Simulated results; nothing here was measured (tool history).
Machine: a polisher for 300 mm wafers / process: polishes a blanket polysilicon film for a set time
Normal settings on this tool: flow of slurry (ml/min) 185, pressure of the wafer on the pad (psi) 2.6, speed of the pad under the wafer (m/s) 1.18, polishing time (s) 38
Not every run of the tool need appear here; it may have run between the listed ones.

run	hour	flow of slurry (ml/min)	pressure of the wafer on the pad (psi)	speed of the pad under the wafer (m/s)	polishing time (s)	incoming thickness of the incoming film, nm	film removed (Å)
1	0.0	200	2.6	1.18	38	979.7	3441
2	9.8	200	2.6	1.18	38	991.4	3389
# hour 24.0: worn pad replaced by a new one
3	27.1	185	2.6	1.18	38	980.3	3400
4	38.7	185	2.6	1.18	38	997.5	3365
5	46.7	185	2.6	1.18	38	977.9	3383
# hour 66.7: worn pad replaced by a new one
6	67.2	185	2.6	1.18	38	968.8	3483
7	81.7	185	2.6	1.18	38	978.3	3459
# hour 113.6: worn pad replaced by a new one
8	132.0	155	2.6	1.18	38	979.8	3412
9	138.5	185	2.6	1.18	38	981.4	3510
# hour 159.6: worn pad replaced by a new one
10	162.1	205	3.0	1.00	29	1000.4	2703
# hour 164.5: head pressure recalibrated
# hour 165.1: slurry nozzle cleaned
11	169.0	185	2.6	0.82	38	971.6	2321
12	181.7	165	2.6	0.88	38	978.3	2439
13	189.5	165	2.6	1.02	44	983.2	3216
# hour 198.0: worn pad replaced by a new one
14	198.5	245	3.0	1.18	38	979.6	3920
15	210.3	185	3.0	1.18	38	970.1	3765

3 options for the next run, each taken on its own from the tool as it stands now. Forecast them:
A	210.7	185	2.6	1.18	38	968.9	?
B	210.7	185	2.0	1.18	48	968.9	?
C	210.7	185	2.2	1.18	38	968.9	?

run	film removed (Å)
A	3276
B	3288
C	2828
The same runs, with their run-to-run variation unchanged, on a tool lacking any hidden condition would have given:
run	film removed (Å)
A	3248
B	3260
C	2803

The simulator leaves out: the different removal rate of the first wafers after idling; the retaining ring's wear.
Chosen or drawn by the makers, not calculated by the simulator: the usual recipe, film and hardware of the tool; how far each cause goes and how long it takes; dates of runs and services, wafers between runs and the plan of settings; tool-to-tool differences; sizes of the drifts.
